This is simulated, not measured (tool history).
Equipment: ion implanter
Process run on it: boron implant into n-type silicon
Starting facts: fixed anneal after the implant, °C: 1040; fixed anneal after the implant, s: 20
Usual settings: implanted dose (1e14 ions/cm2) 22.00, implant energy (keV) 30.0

| run | hour | implanted dose (1e14 ions/cm2) | implant energy (keV) | read-back reference wafer on the same gauge, sheet resistance | sheet resistance of the implanted and annealed layer (ohm/square) |
|---|---|---|---|---|---|
| 1 | 0.0 | 18.15 | 30.0 | 69.80 | 70.71 |
| 2 | 45.7 | 18.15 | 30.0 | 69.82 | 70.90 |
| 3 | 118.9 | 26.41 | 30.0 | 69.80 | 53.83 |
| 4 | 182.9 | 18.19 | 26.0 | 69.80 | 71.92 |
| 5 | 271.8 | 18.19 | 26.0 | 69.82 | 71.74 |
| 6 | 361.9 | 26.94 | 35.0 | 69.80 | 51.40 |
| 7 | 460.2 | 22.00 | 30.0 | 69.82 | 61.01 |
| 8 | 526.3 | 22.00 | 30.0 | 69.79 | 60.85 |
| 9 | 568.6 | 22.00 | 30.0 | 69.82 | 60.84 |
| 10 | 641.5 | 22.00 | 30.0 | 69.80 | 60.83 |
|  | 674.2 | Faraday cup replaced and dose calibrated |
| 11 | 677.8 | 19.11 | 30.0 | 69.80 | 69.00 |
| 12 | 755.6 | 19.11 | 30.0 | 69.81 | 68.27 |
| 13 | 839.3 | 19.11 | 30.0 | 69.79 | 68.31 |
| 14 | 929.6 | 22.00 | 30.0 | 69.83 | 61.03 |
| 15 | 967.2 | 24.40 | 30.0 | 69.80 | 56.80 |
| 16 | 1039.2 | 24.40 | 30.0 | 69.82 | 56.73 |
| 17 | 1082.3 | 24.27 | 38.5 | 69.78 | 54.46 |
| 18 | 1138.9 | 19.03 | 22.5 | 69.80 | 71.26 |
| 19 | 1246.7 | 22.00 | 34.0 | 69.77 | 59.63 |
| 20 | 1291.0 | 20.01 | 36.5 | 69.81 | 63.62 |
| 21 | 1385.9 | 17.77 | 30.0 | 69.80 | 71.81 |
|  | 1465.8 | extraction supply calibrated |
| 22 | 1466.3 | 22.00 | 30.0 | 69.82 | 60.75 |
| 23 | 1508.5 | 22.00 | 30.0 | 69.80 | 60.69 |
| 24 | 1546.4 | 26.50 | 35.5 | 69.81 | 51.76 |
| 25 | 1587.8 | 19.11 | 30.0 | 69.80 | 67.50 |
| 26 | 1661.0 | 16.21 | 27.0 | 69.81 | 77.94 |
|  | 1687.7 | Faraday cup replaced and dose calibrated |
| 27 | 1702.6 | 18.15 | 30.0 | 69.80 | 71.96 |
| 28 | 1742.1 | 18.82 | 33.5 | 69.83 | 68.63 |
| 29 | 1830.6 | 18.98 | 20.5 | 69.79 | 73.35 |
| 30 | 1911.6 | 15.63 | 36.0 | 69.81 | 79.21 |
|  | 1926.4 | gauge calibrated |
| 31 | 1989.9 | 19.05 | 34.5 | 69.81 | 67.23 |
| 32 | 2090.5 | 20.29 | 26.5 | 69.81 | 66.06 |
| 33 | 2177.0 | 26.86 | 30.0 | 69.77 | 53.30 |
| 34 | 2281.7 | 27.60 | 36.0 | 69.79 | 50.50 |
| 35 | 2324.9 | 22.00 | 33.0 | 69.82 | 59.99 |
| 36 | 2430.2 | 28.59 | 21.5 | 69.81 | 56.87 |
| 37 | 2525.6 | 24.45 | 23.0 | 69.80 | 60.19 |
| 38 | 2575.5 | 22.00 | 30.0 | 69.80 | 60.80 |

List, for all runs, the conditions of the tool that the log does not record:
deviation of the true energy from its setpoint, %: 0 at every run
gauge reads high (%): 0 at every run
H1: deviation of the true dose from the Faraday cup's reading, %
| run | H1 |
|---|---|
| 1 | 1.55 |
| 2 | 1.66 |
| 3 | 1.81 |
| 4 | 1.92 |
| 5 | 2.04 |
| 6 | 2.13 |
| 7 | 2.21 |
| 8 | 2.26 |
| 9 | 2.28 |
| 10 | 2.32 |
| 11 | 0.277 |
| 12 | 0.758 |
| 13 | 1.17 |
| 14 | 1.52 |
| 15 | 1.65 |
| 16 | 1.85 |
| 17 | 1.95 |
| 18 | 2.07 |
| 19 | 2.25 |
| 20 | 2.31 |
| 21 | 2.41 |
| 22 | 2.48 |
| 23 | 2.51 |
| 24 | 2.54 |
| 25 | 2.56 |
| 26 | 2.6 |
| 27 | -0.0709 |
| 28 | 0.178 |
| 29 | 0.647 |
| 30 | 0.986 |
| 31 | 1.25 |
| 32 | 1.51 |
| 33 | 1.69 |
| 34 | 1.85 |
| 35 | 1.91 |
| 36 | 2.01 |
| 37 | 2.09 |
| 38 | 2.12 |

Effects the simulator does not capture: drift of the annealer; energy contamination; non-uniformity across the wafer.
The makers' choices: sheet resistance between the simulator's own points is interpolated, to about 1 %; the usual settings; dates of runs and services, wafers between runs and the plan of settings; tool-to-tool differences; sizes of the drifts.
